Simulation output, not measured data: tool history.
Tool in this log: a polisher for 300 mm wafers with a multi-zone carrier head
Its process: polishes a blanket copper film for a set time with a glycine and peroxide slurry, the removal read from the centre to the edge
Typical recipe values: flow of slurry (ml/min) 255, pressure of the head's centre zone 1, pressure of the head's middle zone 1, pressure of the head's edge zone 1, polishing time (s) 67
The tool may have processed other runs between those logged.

run	hour	flow of slurry (ml/min)	pressure of the head's centre zone	pressure of the head's middle zone	pressure of the head's edge zone	polishing time (s)	incoming thickness of the incoming film, nm	film removed at the wafer's centre (angstrom)	film removed at mid-radius (angstrom)	film removed at the wafer's edge (angstrom)
1	0	255	1	1	0.94	67	956.8	2596	2529	2426
2	23.1	255	1	1	0.94	67	951.9	2563	2471	2382
3	38.9	255	1	1	1	67	942.1	2532	2489	2426
4	62.9	255	1	1	1	67	960.7	2568	2449	2354
5	87.2	325	1	1	1	67	953.7	2609	2499	2454
6	119.3	255	1	1	1	67	968.8	2419	2452	2375
# hour 128.3: slurry nozzle cleaned
7	138.3	255	1	1	1	67	945.6	2491	2448	2342
8	170	325	1	1	1	67	946.7	2516	2474	2419
# hour 176.2: edge zone pressure recalibrated
# hour 196.3: worn pad replaced by a new one
9	198.7	205	1	1	0.91	59	958	2334	2348	2202
10	231.8	170	1	1	1	67	941.7	2442	2478	2480
11	253.9	190	1	1	1	50	955.2	1860	1857	1820
# hour 279.2: carrier head's membrane replaced by a new one
12	282.3	345	1	1	1.11	89	943.4	3581	3468	3534
13	310.5	255	1.06	1	1	67	963.8	2709	2506	2397
14	332.9	255	1	0.93	0.9	67	945.1	2482	2384	2341
15	351.6	255	1.07	1	1	67	961.6	2631	2453	2391
16	365.5	255	1	1	1	67	948.2	2472	2452	2377
17	387.9	255	0.96	1	1	67	963.9	2315	2464	2356
18	404.9	255	1	1	1.08	67	946.5	2454	2457	2471
19	433.2	215	1	1	1	67	955.2	2305	2353	2332
# hour 464.3: worn pad replaced by a new one
20	469	255	0.94	1	1	67	953	2494	2714	2618
21	485.6	325	1	1	1	85	952	3419	3465	3379
22	503.6	255	0.97	1	1	67	952.1	2477	2618	2561

What if the next run were any one of these 4? Each begins from the tool's condition after run 22:
A	504.1	255	1	1	1	67	953.2	?	?	?
B	504.1	255	1	1	1.07	88	953.2	?	?	?
C	504.1	305	1	1.06	1.06	74	953.2	?	?	?
D	504.1	255	0.9	1	1	67	953.2	?	?	?

run	film removed at the wafer's centre (angstrom)	film removed at mid-radius (angstrom)	film removed at the wafer's edge (angstrom)
A	2609	2613	2536
B	3427	3431	3443
C	2943	3088	2920
D	2346	2614	2536
With the hidden condition removed and each run's random variation left untouched, the same runs would have given:
run	film removed at the wafer's centre (angstrom)	film removed at mid-radius (angstrom)	film removed at the wafer's edge (angstrom)
A	2818	2782	2700
B	3701	3653	3666
C	3178	3288	3109
D	2534	2783	2700
